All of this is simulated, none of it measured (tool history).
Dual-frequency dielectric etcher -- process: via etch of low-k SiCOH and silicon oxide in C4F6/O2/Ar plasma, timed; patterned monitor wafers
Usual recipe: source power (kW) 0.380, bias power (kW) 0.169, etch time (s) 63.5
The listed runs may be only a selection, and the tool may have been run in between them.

run   hour  source power (kW)  bias power (kW)  etch time (s)  read-back reference wafer on the same gauge, depth_nm  mean etch depth across the wafer (angstrom)
  1    0.0              0.380            0.169           51.0                                                  192.0                                         1376
  2    9.1              0.380            0.169           51.0                                                  192.2                                         1375
  3   17.9              0.380            0.169           51.0                                                  192.1                                         1376
  4   49.4              0.340            0.169           63.5                                                  192.0                                         1652
  5   49.7              0.340            0.169           63.5                                                  192.1                                         1652
  6   50.0              0.380            0.169           72.0                                                  191.9                                         1944
  7   63.8              0.380            0.169           63.5                                                  192.0                                         1718
  8   73.4              0.420            0.139           50.5                                                  192.0                                         1316
  9   86.7              0.380            0.169           63.5                                                  192.0                                         1725
 10  100.6              0.460            0.155           77.0                                                  192.0                                         2157
 11  115.8              0.470            0.148           53.5                                                  192.0                                         1492
 12  129.1              0.380            0.169           44.5                                                  192.1                                         1210
 13  145.0              0.380            0.169           63.5                                                  192.0                                         1725
 14  169.9              0.380            0.181           54.0                                                  192.0                                         1481
 15  171.8              0.430            0.195           79.5                                                  192.1                                         2348
 16  189.6              0.380            0.169           63.5                                                  191.9                                         1698
 17  199.0              0.290            0.204           63.5                                                  192.1                                         1671
 18  210.1              0.380            0.188           70.0                                                  192.0                                         1950
 19  226.8              0.430            0.153           57.5                                                  192.0                                         1555
 20  235.4              0.430            0.169           46.0                                                  192.0                                         1291
 21  253.3              0.380            0.169           76.5                                                  192.0                                         2058
 22  265.9              0.380            0.169           63.5                                                  192.1                                         1712
 23  277.6              0.320            0.169           63.5                                                  192.0                                         1610
 24  290.8              0.420            0.158           48.0                                                  192.0                                         1308
 25  307.0              0.380            0.142           63.5                                                  191.9                                         1604
 26  321.5              0.300            0.141           50.0                                                  191.9                                         1164
 27  338.0              0.300            0.169           63.5                                                  192.0                                         1584
 28  345.1              0.380            0.132           63.5                                                  192.0                                         1564
 29  353.9              0.290            0.169           49.5                                                  192.0                                         1220

Missing from the log above: 4 entries noted between runs. For each, name the pair of listed runs it sits between and say how the tool's hidden condition differs from the listed run just before to the listed run just after:
Run 3 -> run 4: upper electrode replaced (hour 47.6); source power generator calibrated (hour 48.9)
  etch rate over this chamber's usual, %: 1.13 -> 1.21; bias power that arrives over what is set, %: 1.06 -> 1.28
  measured value less the no-hidden-state value, mean etch depth across the wafer (angstrom): +20 -> +27
Run 6 -> run 7: gauge calibrated (hour 57.3)
  etch rate over this chamber's usual, %: 1.21 -> 1.24; bias power that arrives over what is set, %: 1.29 -> 1.38
  measured value less the no-hidden-state value, mean etch depth across the wafer (angstrom): +32 -> +30
Run 13 -> run 14: wet clean of the chamber (hour 169.4)
  etch rate over this chamber's usual, %: 1.42 -> -0.102; bias power that arrives over what is set, %: 1.89 -> 2.04
  measured value less the no-hidden-state value, mean etch depth across the wafer (angstrom): +36 -> +10
